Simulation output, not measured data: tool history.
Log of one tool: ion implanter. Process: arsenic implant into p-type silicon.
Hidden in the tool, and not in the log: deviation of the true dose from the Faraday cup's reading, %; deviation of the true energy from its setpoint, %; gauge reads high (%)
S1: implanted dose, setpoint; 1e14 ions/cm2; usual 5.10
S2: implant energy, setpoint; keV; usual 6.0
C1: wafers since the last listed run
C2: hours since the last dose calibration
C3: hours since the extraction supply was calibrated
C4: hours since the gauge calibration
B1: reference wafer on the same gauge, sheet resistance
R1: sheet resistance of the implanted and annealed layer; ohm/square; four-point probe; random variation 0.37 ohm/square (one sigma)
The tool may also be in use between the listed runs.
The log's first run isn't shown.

run 2 hour=14.8 | S1=5.10 S2=7.0 | C1=378 C2=2164.0 C3=7371.0 C4=124.7 | B1=272.04 | R1=232.04
run 3 hour=32.3 | S1=5.10 S2=7.0 | C1=448 C2=2181.5 C3=7388.5 C4=142.2 | B1=272.11 | R1=231.67
run 4 hour=39.5 | S1=5.10 S2=7.0 | C1=184 C2=2188.7 C3=7395.7 C4=149.4 | B1=272.00 | R1=231.64
run 5 hour=49.1 | S1=5.10 S2=6.0 | C1=245 C2=2198.3 C3=7405.3 C4=159.0 | B1=271.90 | R1=235.74
run 6 hour=59.5 | S1=5.10 S2=6.0 | C1=266 C2=2208.7 C3=7415.7 C4=169.4 | B1=272.03 | R1=235.43
run 7 hour=68.3 | S1=5.10 S2=6.0 | C1=225 C2=2217.5 C3=7424.5 C4=178.2 | B1=272.00 | R1=236.06
run 8 hour=76.9 | S1=5.10 S2=6.0 | C1=220 C2=2226.1 C3=7433.1 C4=186.8 | B1=271.99 | R1=235.87
run 9 hour=85.2 | S1=5.10 S2=6.0 | C1=212 C2=2234.4 C3=7441.4 C4=195.1 | B1=271.99 | R1=235.72
run 10 hour=120.5 | S1=5.10 S2=6.0 | C1=903 C2=2269.7 C3=7476.7 C4=230.4 | B1=272.01 | R1=235.98
run 11 hour=137.9 | S1=4.28 S2=6.0 | C1=445 C2=2287.1 C3=7494.1 C4=247.8 | B1=272.02 | R1=263.53
run 12 hour=152.9 | S1=4.28 S2=6.0 | C1=384 C2=2302.1 C3=7509.1 C4=262.8 | B1=271.97 | R1=264.19
-- hour=164.7 extraction supply calibrated
run 13 hour=165.2 | S1=4.28 S2=6.0 | C1=110 C2=2314.4 C3=0.5 C4=275.1 | B1=272.04 | R1=263.83
run 14 hour=196.9 | S1=4.66 S2=6.0 | C1=811 C2=2346.1 C3=32.2 C4=306.8 | B1=271.99 | R1=249.16
run 15 hour=212.5 | S1=5.10 S2=6.0 | C1=399 C2=2361.7 C3=47.8 C4=322.4 | B1=272.08 | R1=236.17
-- hour=222.4 Faraday cup replaced and dose calibrated
run 16 hour=222.9 | S1=5.10 S2=6.0 | C1=61 C2=0.5 C3=58.2 C4=332.8 | B1=271.97 | R1=242.57
run 17 hour=232.8 | S1=5.10 S2=6.0 | C1=253 C2=10.4 C3=68.1 C4=342.7 | B1=271.99 | R1=243.29
run 18 hour=249.7 | S1=5.10 S2=5.0 | C1=432 C2=27.3 C3=85.0 C4=359.6 | B1=271.95 | R1=247.62
run 19 hour=264.9 | S1=5.54 S2=5.5 | C1=389 C2=42.5 C3=100.2 C4=374.8 | B1=272.07 | R1=232.73
run 20 hour=274.0 | S1=3.93 S2=4.5 | C1=232 C2=51.6 C3=109.3 C4=383.9 | B1=272.01 | R1=298.80
run 21 hour=310.3 | S1=5.70 S2=7.0 | C1=929 C2=87.9 C3=145.6 C4=420.2 | B1=271.98 | R1=222.95
run 22 hour=326.0 | S1=3.57 S2=7.5 | C1=401 C2=103.6 C3=161.3 C4=435.9 | B1=272.04 | R1=303.93
run 23 hour=339.2 | S1=5.10 S2=7.5 | C1=337 C2=116.8 C3=174.5 C4=449.1 | B1=272.02 | R1=236.68
run 24 hour=345.5 | S1=5.88 S2=4.5 | C1=161 C2=123.1 C3=180.8 C4=455.4 | B1=272.03 | R1=230.71
run 25 hour=362.4 | S1=5.10 S2=6.0 | C1=432 C2=140.0 C3=197.7 C4=472.3 | B1=271.98 | R1=241.65
run 26 hour=373.0 | S1=5.10 S2=6.0 | C1=271 C2=150.6 C3=208.3 C4=482.9 | B1=271.98 | R1=241.67

The next listed run, before its measurement:
-- hour=393.0 gauge calibrated
run 27 hour=399.6 | S1=5.10 S2=6.0 | C1=680 C2=177.2 C3=234.9 C4=6.6 | B1=? | R1=?

{"run 27": {"B1": 271.97, "R1": 241.39}}
Without the tool's hidden state the same run would have given R1 243.98 ohm/square.
